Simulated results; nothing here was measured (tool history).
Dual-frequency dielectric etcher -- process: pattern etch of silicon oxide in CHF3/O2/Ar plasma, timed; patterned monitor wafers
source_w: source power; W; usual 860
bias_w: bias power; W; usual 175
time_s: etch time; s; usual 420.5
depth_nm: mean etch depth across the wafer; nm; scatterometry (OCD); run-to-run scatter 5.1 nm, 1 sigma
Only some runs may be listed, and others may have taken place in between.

run,hour,source_w,bias_w,time_s,wafers since the last listed run,hours since the last wet clean,hours since the last source power generator calibration,hours since the last bias power generator calibration,hours since the last upper electrode change,hours since the gauge calibration,"read-back reference wafer on the same gauge, depth_nm",depth_nm
1,0.0,800,209,420.5,0,350.5,2999.9,3261.1,2321.1,226.3,800.0,951.5
# hour 80.4: wet clean of the chamber
2,258.4,990,175,420.5,961,178.0,3258.3,3519.5,2579.5,484.7,794.2,1019.9
3,349.0,990,175,420.5,371,268.6,3348.9,3610.1,2670.1,575.3,791.9,998.4
4,435.6,860,175,420.5,355,355.2,3435.5,3696.7,2756.7,661.9,789.4,926.1
5,505.7,860,175,420.5,287,425.3,3505.6,3766.8,2826.8,732.0,787.6,921.4
# hour 610.6: wet clean of the chamber
6,611.1,950,175,505.0,333,0.5,3611.0,3872.2,2932.2,837.4,786.1,1164.1
7,688.2,860,175,420.5,316,77.6,3688.1,3949.3,3009.3,914.5,785.3,918.0
8,776.2,860,175,453.0,360,165.6,3776.1,4037.3,3097.3,1002.5,782.5,995.6
9,949.5,860,175,420.5,710,338.9,3949.4,4210.6,3270.6,1175.8,778.4,916.6
10,1016.7,860,175,420.5,275,406.1,4016.6,4277.8,3337.8,1243.0,777.2,914.6
# hour 1041.2: wet clean of the chamber
11,1068.6,860,175,420.5,114,27.4,4068.5,4329.7,3389.7,1294.9,775.8,916.1
12,1144.6,860,175,420.5,311,103.4,4144.5,4405.7,3465.7,1370.9,775.6,911.8
13,1243.2,860,175,420.5,404,202.0,4243.1,4504.3,3564.3,1469.5,772.4,903.0
# hour 1293.0: gauge calibrated
14,1335.3,960,216,330.5,377,294.1,4335.2,4596.4,3656.4,42.3,807.6,856.7
15,1462.9,1060,175,481.0,523,421.7,4462.8,4724.0,3784.0,169.9,805.6,1221.9
# hour 1487.6: wet clean of the chamber
# hour 1554.4: bias power generator calibrated
16,1556.3,710,175,420.5,268,68.7,4556.2,1.9,3877.4,263.3,803.3,831.7
17,1643.1,860,175,420.5,355,155.5,4643.0,88.7,3964.2,350.1,801.8,933.4
# hour 1674.0: source power generator calibrated
# hour 1692.0: upper electrode replaced
18,1742.7,700,157,420.5,318,255.1,68.7,188.3,50.7,449.7,799.3,791.8
19,1838.6,950,208,511.5,393,351.0,164.6,284.2,146.6,545.6,798.4,1283.2
20,1906.4,860,175,420.5,277,418.8,232.4,352.0,214.4,613.4,796.1,937.8
# hour 1959.0: wet clean of the chamber
21,1959.5,1000,175,420.5,119,0.5,285.5,405.1,267.5,666.5,794.3,1016.9
22,2012.7,860,175,315.0,218,53.7,338.7,458.3,320.7,719.7,794.2,695.8
23,2071.8,860,131,420.5,242,112.8,397.8,517.4,379.8,778.8,792.8,845.9
24,2143.8,1050,217,382.0,295,184.8,469.8,589.4,451.8,850.8,789.9,1021.1
25,2249.6,860,137,519.5,433,290.6,575.6,695.2,557.6,956.6,788.4,1044.8
26,2334.6,860,175,420.5,348,375.6,660.6,780.2,642.6,1041.6,788.0,920.7

Exercise: give the hidden state of the tool at every run:
etch rate over this chamber's usual, %: 0 in every run
source power that arrives over what is set, %: 0 in every run
bias power that arrives over what is set, %: 0 in every run
H1: gauge reads high (%)
run,H1
1,-1.35
2,-2.03
3,-2.27
4,-2.5
5,-2.68
6,-2.96
7,-3.16
8,-3.39
9,-3.85
10,-4.03
11,-4.16
12,-4.36
13,-4.62
14,-0.22
15,-0.555
16,-0.801
17,-1.03
18,-1.29
19,-1.54
20,-1.72
21,-1.86
22,-2
23,-2.16
24,-2.35
25,-2.63
26,-2.85
